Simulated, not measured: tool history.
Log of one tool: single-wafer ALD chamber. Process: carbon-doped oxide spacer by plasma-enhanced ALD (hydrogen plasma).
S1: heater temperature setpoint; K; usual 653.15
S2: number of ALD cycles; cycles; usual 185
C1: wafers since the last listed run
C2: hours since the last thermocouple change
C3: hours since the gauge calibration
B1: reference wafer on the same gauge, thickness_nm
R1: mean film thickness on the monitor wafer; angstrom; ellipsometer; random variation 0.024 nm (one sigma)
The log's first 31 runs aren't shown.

run 32 hour=2716.4 | S1=639.15 S2=203 | C1=195 C2=1279.4 C3=844.9 | B1=8.922 | R1=103.94
run 33 hour=2769.4 | S1=653.15 S2=185 | C1=100 C2=1332.4 C3=897.9 | B1=8.912 | R1=94.17
run 34 hour=2871.9 | S1=653.15 S2=185 | C1=194 C2=1434.9 C3=1000.4 | B1=8.911 | R1=94.73
run 35 hour=2917.7 | S1=663.15 S2=221 | C1=86 C2=1480.7 C3=1046.2 | B1=8.917 | R1=113.52
run 36 hour=3022.8 | S1=653.15 S2=185 | C1=198 C2=1585.8 C3=1151.3 | B1=8.914 | R1=94.63
run 37 hour=3082.7 | S1=662.15 S2=185 | C1=113 C2=1645.7 C3=1211.2 | B1=8.914 | R1=94.91
run 38 hour=3182.1 | S1=640.15 S2=153 | C1=188 C2=1745.1 C3=1310.6 | B1=8.923 | R1=77.95
run 39 hour=3293.3 | S1=642.15 S2=204 | C1=210 C2=1856.3 C3=1421.8 | B1=8.916 | R1=104.62
-- hour=3311.5 thermocouple changed; heater temperature recalibrated
run 40 hour=3374.6 | S1=640.15 S2=202 | C1=138 C2=63.1 C3=1503.1 | B1=8.919 | R1=103.25

Forecast each of these 4 alternatives for the next run:
run A hour=3375.3 | S1=653.15 S2=156 | C1=1 C2=63.8 C3=1503.8 | B1=? | R1=?
run B hour=3375.3 | S1=658.15 S2=150 | C1=1 C2=63.8 C3=1503.8 | B1=? | R1=?
run C hour=3375.3 | S1=646.15 S2=185 | C1=1 C2=63.8 C3=1503.8 | B1=? | R1=?
run D hour=3375.3 | S1=666.15 S2=185 | C1=1 C2=63.8 C3=1503.8 | B1=? | R1=?

run=A B1=8.92 R1=79.37
run=B B1=8.92 R1=76.32
run=C B1=8.92 R1=94.13
run=D B1=8.92 R1=94.13
Without the tool's hidden state the same runs would have given:
run=A R1=79.37
run=B R1=76.32
run=C R1=94.13
run=D R1=94.13
